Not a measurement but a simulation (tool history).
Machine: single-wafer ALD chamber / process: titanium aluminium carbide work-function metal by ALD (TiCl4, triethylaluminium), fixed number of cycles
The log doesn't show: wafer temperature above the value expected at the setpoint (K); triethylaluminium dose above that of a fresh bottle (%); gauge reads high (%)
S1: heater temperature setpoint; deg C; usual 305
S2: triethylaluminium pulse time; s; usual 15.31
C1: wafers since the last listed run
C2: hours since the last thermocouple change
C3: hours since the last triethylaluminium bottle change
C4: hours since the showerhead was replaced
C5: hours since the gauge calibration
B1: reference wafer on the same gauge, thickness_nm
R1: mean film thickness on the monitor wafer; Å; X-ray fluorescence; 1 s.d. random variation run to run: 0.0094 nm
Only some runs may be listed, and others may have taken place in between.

Run 1, hour 0: usual settings; C1 0; C2 336.1; C3 1197.9; C4 2577.4; C5 2027.1; B1 2.651. Result: R1 22.19 Å.
Run 2, hour 52.9: usual settings but S2 11.42 s; C1 307; C2 389; C3 1250.8; C4 2630.3; C5 2080; B1 2.649. Result: R1 21.69 Å.
At hour 147.7: triethylaluminium bottle replaced.
Run 3, hour 321.2: usual settings but S2 11.42 s; C1 1514; C2 657.3; C3 173.5; C4 2898.6; C5 2348.3; B1 2.649. Result: R1 22.09 Å.
Run 4, hour 424.5: usual settings but S2 12.95 s; C1 601; C2 760.6; C3 276.8; C4 3001.9; C5 2451.6; B1 2.644. Result: R1 22.22 Å.
Run 5, hour 524.4: usual settings but S1 317 deg C; C1 581; C2 860.5; C3 376.7; C4 3101.8; C5 2551.5; B1 2.647. Result: R1 23.37 Å.
Run 6, hour 611.9: usual settings; C1 509; C2 948; C3 464.2; C4 3189.3; C5 2639; B1 2.65. Result: R1 22.15 Å.
Run 7, hour 711.1: usual settings; C1 577; C2 1047.2; C3 563.4; C4 3288.5; C5 2738.2; B1 2.651. Result: R1 22.14 Å.
At hour 754.7: thermocouple changed; heater temperature recalibrated.
Run 8, hour 755.2: usual settings; C1 210; C2 0.5; C3 607.5; C4 3332.6; C5 2782.3; B1 2.647. Result: R1 22.06 Å.
Run 9, hour 808.1: usual settings; C1 307; C2 53.4; C3 660.4; C4 3385.5; C5 2835.2; B1 2.648. Result: R1 22.08 Å.
Run 10, hour 976.3: usual settings; C1 978; C2 221.6; C3 828.6; C4 3553.7; C5 3003.4; B1 2.647. Result: R1 22.12 Å.
Run 11, hour 1047.8: usual settings; C1 415; C2 293.1; C3 900.1; C4 3625.2; C5 3074.9; B1 2.654. Result: R1 21.9 Å.
Run 12, hour 1125.3: usual settings but S1 311 deg C; C1 450; C2 370.6; C3 977.6; C4 3702.7; C5 3152.4; B1 2.653. Result: R1 22.65 Å.
Run 13, hour 1228.5: usual settings but S1 297 deg C; C1 600; C2 473.8; C3 1080.8; C4 3805.9; C5 3255.6; B1 2.651. Result: R1 21.28 Å.
At hour 1241.5: triethylaluminium bottle replaced.
Run 14, hour 1294.3: usual settings but S1 291 deg C, S2 21.33 s; C1 336; C2 539.6; C3 52.8; C4 3871.7; C5 3321.4; B1 2.647. Result: R1 21.33 Å.
At hour 1395.3: gauge calibrated.
Run 15, hour 1400: usual settings; C1 614; C2 645.3; C3 158.5; C4 3977.4; C5 4.7; B1 2.651. Result: R1 22.53 Å.
Run 16, hour 1497.9: usual settings; C1 569; C2 743.2; C3 256.4; C4 4075.3; C5 102.6; B1 2.649. Result: R1 22.41 Å.
Run 17, hour 1554.6: usual settings but S1 310 deg C, S2 13.55 s; C1 329; C2 799.9; C3 313.1; C4 4132; C5 159.3; B1 2.652. Result: R1 22.68 Å.
Run 18, hour 1595.2: usual settings but S1 291 deg C; C1 236; C2 840.5; C3 353.7; C4 4172.6; C5 199.9; B1 2.653. Result: R1 21.01 Å.
Run 19, hour 1699.4: usual settings but S1 317 deg C, S2 19.77 s; C1 606; C2 944.7; C3 457.9; C4 4276.8; C5 304.1; B1 2.65. Result: R1 23.69 Å.
Run 20, hour 1802.9: usual settings but S1 295 deg C, S2 17.61 s; C1 602; C2 1048.2; C3 561.4; C4 4380.3; C5 407.6; B1 2.653. Result: R1 21.39 Å.
Run 21, hour 1907.4: usual settings but S1 314 deg C, S2 18.42 s; C1 607; C2 1152.7; C3 665.9; C4 4484.8; C5 512.1; B1 2.653. Result: R1 23.4 Å.
At hour 1945.4: thermocouple changed; heater temperature recalibrated.
Run 22, hour 1982.8: usual settings but S1 295 deg C, S2 20.19 s; C1 392; C2 37.4; C3 741.3; C4 4560.2; C5 587.5; B1 2.647. Result: R1 21.61 Å.
At hour 2008.8: showerhead replaced.
Run 23, hour 2032.2: usual settings but S1 313 deg C, S2 10.7 s; C1 240; C2 86.8; C3 790.7; C4 23.4; C5 636.9; B1 2.65. Result: R1 22.06 Å.
Run 24, hour 2084.2: usual settings but S1 316 deg C; C1 302; C2 138.8; C3 842.7; C4 75.4; C5 688.9; B1 2.649. Result: R1 23.12 Å.
Run 25, hour 2141.4: usual settings but S2 20.35 s; C1 332; C2 196; C3 899.9; C4 132.6; C5 746.1; B1 2.65. Result: R1 22.52 Å.
Run 26, hour 2245.5: usual settings; C1 605; C2 300.1; C3 1004; C4 236.7; C5 850.2; B1 2.649. Result: R1 22.09 Å.
Run 27, hour 2319.9: usual settings but S1 311 deg C, S2 12.52 s; C1 432; C2 374.5; C3 1078.4; C4 311.1; C5 924.6; B1 2.65. Result: R1 22.38 Å.
Run 28, hour 2408.9: usual settings but S1 297 deg C, S2 13.52 s; C1 517; C2 463.5; C3 1167.4; C4 400.1; C5 1013.6; B1 2.65. Result: R1 21.19 Å.
At hour 2500: triethylaluminium bottle replaced.
Run 29, hour 2504: usual settings; C1 506; C2 558.6; C3 4; C4 495.2; C5 1108.7; B1 2.651. Result: R1 22.33 Å.
Run 30, hour 2558.9: usual settings but S1 300 deg C, S2 20.74 s; C1 319; C2 613.5; C3 58.9; C4 550.1; C5 1163.6; B1 2.648. Result: R1 22.34 Å.

Predict the results of run 31:
Run 31, hour 2648.2: usual settings but S1 311 deg C, S2 11.41 s; C1 519; C2 702.8; C3 148.2; C4 639.4; C5 1252.9; B1 ?. Result: R1 ?.

Run 31 produced B1 2.646, R1 22.57 Å.
If the tool had no hidden condition, the same run with the same run-to-run variation would have returned R1 22.85 Å.
